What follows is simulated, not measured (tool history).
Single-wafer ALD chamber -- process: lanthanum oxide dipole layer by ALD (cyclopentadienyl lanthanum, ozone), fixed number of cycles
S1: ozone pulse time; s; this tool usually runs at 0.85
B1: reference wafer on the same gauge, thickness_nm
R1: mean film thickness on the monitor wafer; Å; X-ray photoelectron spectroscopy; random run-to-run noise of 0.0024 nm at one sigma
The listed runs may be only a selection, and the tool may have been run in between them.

| run | hour | S1 | B1 | R1 |
|---|---|---|---|---|
| 1 | 0.0 | 1.06 | 0.408 | 5.12 |
| 2 | 66.5 | 0.61 | 0.408 | 4.31 |
| 3 | 143.3 | 0.61 | 0.409 | 4.29 |
| 4 | 249.5 | 0.85 | 0.408 | 4.81 |
| 5 | 316.1 | 0.85 | 0.407 | 4.76 |
| 6 | 548.4 | 0.85 | 0.408 | 4.73 |
|  | 578.1 | thermocouple changed; heater temperature recalibrated |
|  | 607.8 | showerhead replaced |
| 7 | 620.3 | 0.85 | 0.408 | 4.71 |
| 8 | 702.3 | 0.85 | 0.408 | 4.71 |
| 9 | 801.5 | 0.98 | 0.408 | 4.92 |
| 10 | 838.5 | 1.17 | 0.409 | 5.15 |
| 11 | 876.9 | 0.85 | 0.408 | 4.67 |
| 12 | 973.7 | 1.04 | 0.408 | 4.94 |
|  | 978.0 | gauge calibrated |
|  | 990.1 | ozone generator serviced |
| 13 | 1077.2 | 0.63 | 0.407 | 4.39 |
| 14 | 1176.4 | 0.55 | 0.408 | 4.21 |
| 15 | 1219.3 | 0.85 | 0.408 | 4.83 |
| 16 | 1271.3 | 0.85 | 0.408 | 4.81 |
| 17 | 1311.8 | 0.62 | 0.409 | 4.34 |

Branching from run 17: 4 alternative next runs. What would each branch give?
| A | 1312.2 | 0.64 | ? | ? |
| B | 1312.2 | 0.96 | ? | ? |
| C | 1312.2 | 1.03 | ? | ? |
| D | 1312.2 | 0.56 | ? | ? |

| run | B1 | R1 |
|---|---|---|
| A | 0.408 | 4.40 |
| B | 0.408 | 4.98 |
| C | 0.408 | 5.08 |
| D | 0.408 | 4.21 |
Without the tool's unlogged condition, the same runs would have read:
| run | R1 |
|---|---|
| A | 4.48 |
| B | 5.05 |
| C | 5.14 |
| D | 4.29 |
